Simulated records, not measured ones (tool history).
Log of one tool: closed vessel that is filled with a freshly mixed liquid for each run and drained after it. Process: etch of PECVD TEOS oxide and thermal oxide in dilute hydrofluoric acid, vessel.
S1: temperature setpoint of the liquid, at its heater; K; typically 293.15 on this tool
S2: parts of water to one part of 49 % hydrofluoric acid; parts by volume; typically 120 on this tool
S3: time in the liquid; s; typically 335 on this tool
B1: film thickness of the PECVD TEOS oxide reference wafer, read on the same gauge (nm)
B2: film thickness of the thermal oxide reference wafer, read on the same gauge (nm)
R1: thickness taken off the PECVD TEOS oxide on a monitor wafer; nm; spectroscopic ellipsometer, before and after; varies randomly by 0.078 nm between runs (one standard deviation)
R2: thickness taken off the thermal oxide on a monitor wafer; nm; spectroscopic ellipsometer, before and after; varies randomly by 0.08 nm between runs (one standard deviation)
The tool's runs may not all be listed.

run    hour      S1   S2   S3      B1     B2     R1     R2
  1     0.0  293.15  120  335  109.99  79.99  21.99  10.76
  2    35.9  293.15  120  335  110.00  79.98  21.87  10.55
  3    97.2  293.15  120  335  110.00  79.95  21.86  10.80
      143.9  -- thermometer replaced
  4   148.6  290.65  120  195  110.03  79.97  11.43   5.61
  5   202.9  290.65  120  195  109.95  80.01  11.47   5.67
  6   270.6  293.15  120  335  109.93  79.99  21.68  10.70
  7   295.1  293.15  120  335  109.97  79.97  21.76  10.72
  8   365.8  293.15   90  285  110.04  80.01  25.67  12.58
      386.9  -- gauge calibrated
  9   390.1  293.15   90  285  109.97  79.96  25.62  12.60
 10   448.2  293.15   90  285  109.95  80.01  25.61  12.57
 11   496.4  296.65  120  250  110.03  80.00  18.67   9.15
 12   528.4  296.65  120  250  110.00  80.00  18.68   9.20
 13   576.7  293.15  120  335  109.97  79.98  21.85  10.81
 14   656.9  290.65  150  510  110.00  80.00  23.22  11.43
 15   686.1  293.15  150  450  110.00  80.01  22.68  11.16
 16   755.3  293.15   60  335  110.03  80.03  46.60  22.88
      795.0  -- thermometer replaced
 17   823.6  294.65  170  240  109.93  80.01  11.19   5.43
 18   927.4  293.15  165  505  109.99  80.02  22.69  11.28
      930.0  -- hydrofluoric acid flow meter replaced
 19   983.9  293.15  120  335  109.98  80.02  21.79  10.74
 20  1024.7  298.15   65  235  110.01  80.03  36.79  18.03
 21  1088.0  293.15   95  335  110.03  80.03  28.39  13.82
 22  1154.8  290.15  120  335  109.99  79.96  19.29   9.46
 23  1191.2  293.15   95  525  110.00  80.01  44.40  21.85
 24  1245.8  293.15  120  335  110.04  79.99  21.93  10.76
 25  1271.6  293.15  150  335  110.02  79.99  16.81   8.34

4 ways to go on from here, each from the tool as it stands after run 25. What would each give?
  A  1272.3  293.15   75  335   ?   ?   ?   ?
  B  1272.3  297.65  120  405   ?   ?   ?   ?
  C  1272.3  291.15  120  335   ?   ?   ?   ?
  D  1272.3  293.15   65  335   ?   ?   ?   ?

run      B1     B2     R1     R2
  A  109.99  79.97  36.73  17.97
  B  109.99  79.97  31.55  15.44
  C  109.99  79.97  20.11   9.84
  D  109.99  79.97  42.88  20.98
Without the tool's hidden state the same runs would have given:
run     R1     R2
  A  36.73  17.97
  B  31.55  15.44
  C  20.11   9.84
  D  42.88  20.98
